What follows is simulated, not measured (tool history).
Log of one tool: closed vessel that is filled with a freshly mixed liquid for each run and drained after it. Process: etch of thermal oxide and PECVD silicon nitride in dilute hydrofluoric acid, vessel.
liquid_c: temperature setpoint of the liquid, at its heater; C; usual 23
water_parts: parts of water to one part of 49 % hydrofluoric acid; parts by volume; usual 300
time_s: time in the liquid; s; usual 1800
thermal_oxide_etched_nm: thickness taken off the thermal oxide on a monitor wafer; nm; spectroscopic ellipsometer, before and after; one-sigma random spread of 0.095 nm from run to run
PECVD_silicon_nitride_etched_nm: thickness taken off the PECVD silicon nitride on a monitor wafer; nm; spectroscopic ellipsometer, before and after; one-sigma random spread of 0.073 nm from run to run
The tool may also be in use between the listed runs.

run	hour	liquid_c	water_parts	time_s	wafers since the last listed run	hours since the thermometer was replaced	hours since the hydrofluoric acid flow meter was replaced	hours since the gauge calibration	read-back film thickness of the thermal oxide reference wafer, read on the same gauge (nm)	read-back film thickness of the PECVD silicon nitride reference wafer, read on the same gauge (nm)	thermal_oxide_etched_nm	PECVD_silicon_nitride_etched_nm
1	0	23	375	1800	0	2017	8.3	696.9	39.99	70.01	15.18	14.77
2	15.3	23	300	1800	388	2032.3	23.6	712.2	39.99	69.99	20.05	18.3
3	34.8	23	300	1800	495	2051.8	43.1	731.7	40	70.06	20.31	18.21
# hour 50.4: thermometer replaced
4	70.1	23	300	1800	871	19.7	78.4	767	40.01	69.96	21.56	20.43
5	97	23	300	1800	683	46.6	105.3	793.9	40	69.99	21.36	20.41
# hour 107: gauge calibrated
6	109.2	19.5	190	2355	309	58.8	117.5	2.2	40	70	42.97	33.38
7	138.3	23	300	1800	739	87.9	146.6	31.3	39.99	69.95	21.29	20.33
8	166.2	23	300	1800	708	115.8	174.5	59.2	39.98	70.01	21.38	20.24
9	193.2	18.5	170	1495	685	142.8	201.5	86.2	40.01	69.96	29.73	21.73
10	217.1	19.5	300	905	606	166.7	225.4	110.1	40.01	69.97	9.44	8.16
11	235.3	23	300	1800	462	184.9	243.6	128.3	40	69.99	21.34	20.41
12	247.9	25.5	230	1800	319	197.5	256.2	140.9	40	69.98	32.6	30.75
13	268.4	19.5	300	905	520	218	276.7	161.4	40.02	70.02	9.47	8.17
14	291.7	23	300	2355	591	241.3	300	184.7	40	70.03	27.87	26.44
15	324.7	27.5	300	1800	838	274.3	333	217.7	40.02	70.05	24.99	26.54

Run 16 is up next; what results do you expect?
16	342.4	18	340	1800	449	292	350.7	235.4	?	?	?	?

{"run 16": {"read-back film thickness of the thermal oxide reference wafer, read on the same gauge (nm)": 39.99, "read-back film thickness of the PECVD silicon nitride reference wafer, read on the same gauge (nm)": 69.97, "thermal_oxide_etched_nm": 15.15, "PECVD_silicon_nitride_etched_nm": 13.01}}
With no hidden state in the tool, this same run would have given thermal_oxide_etched_nm 15.52 nm, PECVD_silicon_nitride_etched_nm 13.57 nm.

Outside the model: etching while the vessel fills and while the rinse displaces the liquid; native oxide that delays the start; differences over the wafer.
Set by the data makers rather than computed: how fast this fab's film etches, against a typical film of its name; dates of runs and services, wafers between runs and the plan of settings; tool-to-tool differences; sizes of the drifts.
